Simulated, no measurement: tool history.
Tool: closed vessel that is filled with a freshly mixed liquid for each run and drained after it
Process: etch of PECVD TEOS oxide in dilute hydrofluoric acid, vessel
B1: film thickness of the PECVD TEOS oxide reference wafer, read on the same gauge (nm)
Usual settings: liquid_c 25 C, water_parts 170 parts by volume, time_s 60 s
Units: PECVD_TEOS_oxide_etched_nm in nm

run 1 hour=0 | liquid_c=26 water_parts=240 time_s=60 | B1=29.97 | PECVD_TEOS_oxide_etched_nm=3.55
run 2 hour=17 | liquid_c=26 water_parts=240 time_s=60 | B1=29.99 | PECVD_TEOS_oxide_etched_nm=3.53
run 3 hour=31.9 | liquid_c=26 water_parts=240 time_s=60 | B1=30 | PECVD_TEOS_oxide_etched_nm=3.57
run 4 hour=43.9 | liquid_c=25 water_parts=170 time_s=60 | B1=29.99 | PECVD_TEOS_oxide_etched_nm=5.18
run 5 hour=57.2 | liquid_c=25 water_parts=140 time_s=60 | B1=29.94 | PECVD_TEOS_oxide_etched_nm=6.48
run 6 hour=63.7 | liquid_c=25 water_parts=170 time_s=60 | B1=30 | PECVD_TEOS_oxide_etched_nm=5.15
run 7 hour=76.8 | liquid_c=25 water_parts=170 time_s=60 | B1=29.97 | PECVD_TEOS_oxide_etched_nm=5.19
run 8 hour=94.2 | liquid_c=25 water_parts=170 time_s=60 | B1=30.02 | PECVD_TEOS_oxide_etched_nm=5.21
run 9 hour=110.3 | liquid_c=25 water_parts=170 time_s=60 | B1=30 | PECVD_TEOS_oxide_etched_nm=5.2
run 10 hour=119.6 | liquid_c=25 water_parts=170 time_s=60 | B1=30.06 | PECVD_TEOS_oxide_etched_nm=5.15
run 11 hour=125.7 | liquid_c=25 water_parts=170 time_s=60 | B1=30.01 | PECVD_TEOS_oxide_etched_nm=5.23
-- hour=137.6 thermometer replaced
run 12 hour=138.6 | liquid_c=25 water_parts=170 time_s=60 | B1=29.93 | PECVD_TEOS_oxide_etched_nm=5.7
run 13 hour=145.5 | liquid_c=25 water_parts=170 time_s=60 | B1=30.02 | PECVD_TEOS_oxide_etched_nm=5.74
run 14 hour=161.9 | liquid_c=25 water_parts=170 time_s=60 | B1=30 | PECVD_TEOS_oxide_etched_nm=5.76
run 15 hour=172.9 | liquid_c=25 water_parts=170 time_s=60 | B1=29.97 | PECVD_TEOS_oxide_etched_nm=5.74
run 16 hour=185.1 | liquid_c=25 water_parts=170 time_s=60 | B1=30.03 | PECVD_TEOS_oxide_etched_nm=5.69
run 17 hour=200 | liquid_c=20 water_parts=100 time_s=50 | B1=29.98 | PECVD_TEOS_oxide_etched_nm=7.17
run 18 hour=209.9 | liquid_c=25 water_parts=170 time_s=60 | B1=30 | PECVD_TEOS_oxide_etched_nm=5.73
-- hour=213.6 gauge calibrated
run 19 hour=227.7 | liquid_c=23.5 water_parts=170 time_s=60 | B1=29.98 | PECVD_TEOS_oxide_etched_nm=5.38
-- hour=231 hydrofluoric acid flow meter replaced
run 20 hour=243 | liquid_c=23.5 water_parts=170 time_s=60 | B1=29.97 | PECVD_TEOS_oxide_etched_nm=5.06
run 21 hour=252.6 | liquid_c=25 water_parts=235 time_s=75 | B1=30.01 | PECVD_TEOS_oxide_etched_nm=4.51

Forecast run 22:
run 22 hour=268.1 | liquid_c=25 water_parts=170 time_s=60 | B1=? | PECVD_TEOS_oxide_etched_nm=?

B1: 29.99
PECVD_TEOS_oxide_etched_nm: 5.34 nm
Without the tool's hidden state the same run would have given PECVD_TEOS_oxide_etched_nm 5.42 nm.

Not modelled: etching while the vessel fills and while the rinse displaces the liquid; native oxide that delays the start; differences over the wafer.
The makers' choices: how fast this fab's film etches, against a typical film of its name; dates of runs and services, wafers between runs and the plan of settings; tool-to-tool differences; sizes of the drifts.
